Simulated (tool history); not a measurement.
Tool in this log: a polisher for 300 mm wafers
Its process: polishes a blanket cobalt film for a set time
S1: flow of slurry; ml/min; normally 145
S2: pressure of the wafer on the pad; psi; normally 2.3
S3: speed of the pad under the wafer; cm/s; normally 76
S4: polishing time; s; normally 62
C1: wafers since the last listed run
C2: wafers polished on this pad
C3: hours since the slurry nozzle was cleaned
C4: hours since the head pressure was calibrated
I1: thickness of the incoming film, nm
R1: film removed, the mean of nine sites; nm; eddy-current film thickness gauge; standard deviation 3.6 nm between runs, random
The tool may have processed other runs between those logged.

| run | hour | S1 | S2 | S3 | S4 | C1 | C2 | C3 | C4 | I1 | R1 |
|---|---|---|---|---|---|---|---|---|---|---|---|
| 1 | 0.0 | 145 | 2.3 | 76 | 62 | 0 | 69 | 211.5 | 490.0 | 795.5 | 259.7 |
| 2 | 29.9 | 145 | 2.3 | 76 | 62 | 209 | 279 | 241.4 | 519.9 | 788.3 | 259.8 |
| 3 | 61.2 | 145 | 2.3 | 76 | 62 | 219 | 498 | 272.7 | 551.2 | 784.7 | 258.4 |
| 4 | 83.5 | 145 | 2.3 | 76 | 62 | 156 | 655 | 295.0 | 573.5 | 792.6 | 262.8 |
| 5 | 103.6 | 145 | 2.3 | 76 | 62 | 141 | 796 | 315.1 | 593.6 | 792.2 | 260.6 |
| 6 | 124.6 | 145 | 2.3 | 76 | 62 | 147 | 943 | 336.1 | 614.6 | 796.9 | 258.7 |
| 7 | 144.0 | 145 | 2.3 | 76 | 62 | 136 | 1080 | 355.5 | 634.0 | 786.7 | 253.7 |
| 8 | 170.0 | 145 | 2.3 | 76 | 62 | 182 | 1262 | 381.5 | 660.0 | 793.6 | 257.4 |
| 9 | 188.8 | 145 | 2.3 | 76 | 62 | 131 | 1394 | 400.3 | 678.8 | 797.4 | 256.4 |
| 10 | 217.2 | 145 | 2.3 | 76 | 62 | 199 | 1593 | 428.7 | 707.2 | 794.7 | 254.9 |
|  | 238.7 | worn pad replaced by a new one |
| 11 | 251.8 | 145 | 2.3 | 96 | 74 | 214 | 91 | 463.3 | 741.8 | 783.5 | 379.5 |
|  | 267.6 | slurry nozzle cleaned |
| 12 | 330.3 | 145 | 2.3 | 96 | 74 | 543 | 635 | 62.7 | 820.3 | 785.8 | 388.3 |
| 13 | 357.8 | 145 | 2.3 | 76 | 62 | 192 | 828 | 90.2 | 847.8 | 787.3 | 259.8 |
| 14 | 445.8 | 145 | 2.3 | 76 | 62 | 617 | 1446 | 178.2 | 935.8 | 789.9 | 254.7 |
|  | 518.1 | worn pad replaced by a new one |
| 15 | 518.6 | 110 | 2.8 | 94 | 48 | 482 | 3 | 251.0 | 1008.6 | 804.6 | 258.9 |
| 16 | 533.1 | 180 | 2.3 | 76 | 62 | 101 | 105 | 265.5 | 1023.1 | 801.5 | 274.8 |
| 17 | 561.7 | 145 | 3.1 | 76 | 62 | 200 | 306 | 294.1 | 1051.7 | 794.2 | 317.7 |
| 18 | 589.7 | 145 | 2.3 | 76 | 62 | 196 | 502 | 322.1 | 1079.7 | 783.5 | 259.9 |
| 19 | 609.1 | 145 | 2.3 | 84 | 77 | 136 | 638 | 341.5 | 1099.1 | 786.0 | 353.7 |
| 20 | 630.8 | 125 | 2.3 | 86 | 62 | 152 | 791 | 363.2 | 1120.8 | 796.4 | 282.5 |
| 21 | 643.7 | 110 | 2.8 | 94 | 48 | 90 | 881 | 376.1 | 1133.7 | 792.1 | 258.4 |
| 22 | 665.4 | 145 | 1.9 | 76 | 82 | 152 | 1034 | 397.8 | 1155.4 | 779.5 | 313.9 |
|  | 676.9 | head pressure recalibrated |
| 23 | 678.0 | 145 | 2.3 | 76 | 62 | 74 | 1108 | 410.4 | 1.1 | 799.5 | 257.2 |
|  | 703.5 | slurry nozzle cleaned |
| 24 | 709.1 | 165 | 1.9 | 86 | 62 | 211 | 1319 | 5.6 | 32.2 | 781.9 | 264.1 |
| 25 | 769.2 | 125 | 2.3 | 76 | 80 | 421 | 1741 | 65.7 | 92.3 | 794.0 | 324.5 |
|  | 774.6 | worn pad replaced by a new one |
| 26 | 801.7 | 115 | 1.7 | 54 | 81 | 200 | 189 | 98.2 | 124.8 | 790.9 | 199.8 |
| 27 | 888.1 | 145 | 2.0 | 84 | 62 | 606 | 796 | 184.6 | 211.2 | 791.6 | 263.0 |
| 28 | 903.4 | 100 | 1.7 | 68 | 73 | 107 | 903 | 199.9 | 226.5 | 791.2 | 212.3 |
| 29 | 918.2 | 145 | 2.3 | 76 | 62 | 103 | 1007 | 214.7 | 241.3 | 788.3 | 254.2 |
| 30 | 935.9 | 145 | 2.3 | 76 | 62 | 124 | 1131 | 232.4 | 259.0 | 804.9 | 256.8 |
| 31 | 955.4 | 175 | 1.6 | 58 | 50 | 136 | 1268 | 251.9 | 278.5 | 799.7 | 137.1 |
| 32 | 983.3 | 110 | 1.9 | 90 | 50 | 195 | 1464 | 279.8 | 306.4 | 788.9 | 206.4 |
| 33 | 999.9 | 145 | 2.3 | 96 | 62 | 116 | 1580 | 296.4 | 323.0 | 782.8 | 318.1 |
| 34 | 1016.2 | 145 | 2.3 | 76 | 50 | 114 | 1695 | 312.7 | 339.3 | 781.9 | 209.5 |
|  | 1039.5 | worn pad replaced by a new one |
| 35 | 1043.2 | 145 | 1.7 | 58 | 81 | 161 | 25 | 339.7 | 366.3 | 795.2 | 225.5 |
| 36 | 1074.9 | 145 | 2.3 | 76 | 62 | 222 | 248 | 371.4 | 398.0 | 796.5 | 257.9 |
| 37 | 1098.8 | 125 | 1.9 | 76 | 73 | 167 | 415 | 395.3 | 421.9 | 772.3 | 269.3 |
|  | 1100.7 | slurry nozzle cleaned |
| 38 | 1129.3 | 145 | 1.7 | 58 | 81 | 207 | 622 | 28.6 | 452.4 | 802.1 | 217.6 |

Give the tool's hidden conditions for every run:
removal rate lost through wear of the pad, %: 0 in every run
slurry flow missing at the pad, %: 0 in every run
deviation of the head's pressure from its setpoint, %: 0 in every run
